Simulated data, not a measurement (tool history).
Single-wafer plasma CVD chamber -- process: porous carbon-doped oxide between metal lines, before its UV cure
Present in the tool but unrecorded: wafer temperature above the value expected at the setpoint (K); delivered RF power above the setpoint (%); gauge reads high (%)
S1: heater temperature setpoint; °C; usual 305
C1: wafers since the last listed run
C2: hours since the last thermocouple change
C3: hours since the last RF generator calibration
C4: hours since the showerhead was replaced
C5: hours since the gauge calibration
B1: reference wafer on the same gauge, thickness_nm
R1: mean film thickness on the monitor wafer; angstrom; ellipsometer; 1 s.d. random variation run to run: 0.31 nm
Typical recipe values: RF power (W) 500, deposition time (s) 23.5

Run 1, hour 0.0: usual settings; C1 0; C2 680.4; C3 1345.6; C4 4028.6; C5 1441.4; B1 125.054. Result: R1 1205.70 angstrom.
Run 2, hour 70.8: usual settings; C1 2311; C2 751.2; C3 1416.4; C4 4099.4; C5 1512.2; B1 124.875. Result: R1 1207.30 angstrom.
Run 3, hour 145.6: usual settings; C1 2442; C2 826.0; C3 1491.2; C4 4174.2; C5 1587.0; B1 125.088. Result: R1 1206.14 angstrom.
Run 4, hour 190.4: usual settings; C1 1462; C2 870.8; C3 1536.0; C4 4219.0; C5 1631.8; B1 125.044. Result: R1 1206.81 angstrom.
Run 5, hour 293.0: usual settings; C1 3350; C2 973.4; C3 1638.6; C4 4321.6; C5 1734.4; B1 125.046. Result: R1 1205.38 angstrom.
Run 6, hour 392.8: usual settings but RF power (W) 460, deposition time (s) 27.1; C1 3258; C2 1073.2; C3 1738.4; C4 4421.4; C5 1834.2; B1 125.024. Result: R1 1301.16 angstrom.
Run 7, hour 434.0: usual settings; C1 1345; C2 1114.4; C3 1779.6; C4 4462.6; C5 1875.4; B1 125.094. Result: R1 1206.78 angstrom.
Run 8, hour 479.0: usual settings; C1 1469; C2 1159.4; C3 1824.6; C4 4507.6; C5 1920.4; B1 125.047. Result: R1 1202.28 angstrom.
Run 9, hour 539.3: usual settings; C1 1968; C2 1219.7; C3 1884.9; C4 4567.9; C5 1980.7; B1 125.017. Result: R1 1201.43 angstrom.
Run 10, hour 609.2: usual settings but deposition time (s) 25.4; C1 2282; C2 1289.6; C3 1954.8; C4 4637.8; C5 2050.6; B1 124.949. Result: R1 1295.10 angstrom.
Run 11, hour 678.3: usual settings but deposition time (s) 25.4; C1 2256; C2 1358.7; C3 2023.9; C4 4706.9; C5 2119.7; B1 124.881. Result: R1 1298.00 angstrom.
At hour 703.4: gauge calibrated.
Run 12, hour 754.5: usual settings but deposition time (s) 25.4; C1 2488; C2 1434.9; C3 2100.1; C4 4783.1; C5 51.1; B1 124.988. Result: R1 1302.21 angstrom.
Run 13, hour 791.1: usual settings; C1 1195; C2 1471.5; C3 2136.7; C4 4819.7; C5 87.7; B1 125.125. Result: R1 1203.04 angstrom.
At hour 830.9: showerhead replaced.
Run 14, hour 831.4: usual settings; C1 1054; C2 1511.8; C3 2177.0; C4 0.5; C5 128.0; B1 124.898. Result: R1 1209.16 angstrom.
Run 15, hour 931.5: usual settings; C1 3268; C2 1611.9; C3 2277.1; C4 100.6; C5 228.1; B1 125.026. Result: R1 1201.97 angstrom.
Run 16, hour 1026.3: usual settings but S1 311 °C, RF power (W) 430, deposition time (s) 20.6; C1 3095; C2 1706.7; C3 2371.9; C4 195.4; C5 322.9; B1 125.054. Result: R1 921.47 angstrom.
Run 17, hour 1148.1: usual settings; C1 3977; C2 1828.5; C3 2493.7; C4 317.2; C5 444.7; B1 125.064. Result: R1 1202.90 angstrom.
Run 18, hour 1204.2: usual settings but deposition time (s) 19.5; C1 1831; C2 1884.6; C3 2549.8; C4 373.3; C5 500.8; B1 125.069. Result: R1 1004.53 angstrom.
At hour 1281.8: thermocouple changed; heater temperature recalibrated.
Run 19, hour 1310.9: usual settings but deposition time (s) 21.8; C1 3222; C2 29.1; C3 2656.5; C4 480.0; C5 607.5; B1 124.911. Result: R1 1121.25 angstrom.
Run 20, hour 1352.3: usual settings; C1 1351; C2 70.5; C3 2697.9; C4 521.4; C5 648.9; B1 125.064. Result: R1 1204.57 angstrom.
At hour 1416.0: RF generator calibrated.
Run 21, hour 1438.5: usual settings but S1 295 °C, RF power (W) 565; C1 2553; C2 156.7; C3 22.5; C4 607.6; C5 735.1; B1 125.118. Result: R1 1373.69 angstrom.
Run 22, hour 1519.4: usual settings but RF power (W) 540, deposition time (s) 27.5; C1 2641; C2 237.6; C3 103.4; C4 688.5; C5 816.0; B1 125.038. Result: R1 1475.18 angstrom.
Run 23, hour 1598.2: usual settings but RF power (W) 400; C1 2573; C2 316.4; C3 182.2; C4 767.3; C5 894.8; B1 124.957. Result: R1 1021.99 angstrom.
Run 24, hour 1701.8: usual settings but S1 312 °C, RF power (W) 465, deposition time (s) 24.8; C1 3382; C2 420.0; C3 285.8; C4 870.9; C5 998.4; B1 125.000. Result: R1 1164.70 angstrom.
Run 25, hour 1761.1: usual settings; C1 1936; C2 479.3; C3 345.1; C4 930.2; C5 1057.7; B1 125.095. Result: R1 1205.86 angstrom.
Run 26, hour 1829.6: usual settings; C1 2236; C2 547.8; C3 413.6; C4 998.7; C5 1126.2; B1 124.964. Result: R1 1207.07 angstrom.
Run 27, hour 1872.5: usual settings but S1 297 °C; C1 1400; C2 590.7; C3 456.5; C4 1041.6; C5 1169.1; B1 124.952. Result: R1 1255.22 angstrom.
Run 28, hour 1957.3: usual settings but S1 309 °C; C1 2768; C2 675.5; C3 541.3; C4 1126.4; C5 1253.9; B1 124.909. Result: R1 1187.60 angstrom.

State the hidden condition of the tool at each of the runs:
wafer temperature above the value expected at the setpoint (K): 0, the same for each run
delivered RF power above the setpoint (%): 0, the same for each run
gauge reads high (%): 0, the same for each run

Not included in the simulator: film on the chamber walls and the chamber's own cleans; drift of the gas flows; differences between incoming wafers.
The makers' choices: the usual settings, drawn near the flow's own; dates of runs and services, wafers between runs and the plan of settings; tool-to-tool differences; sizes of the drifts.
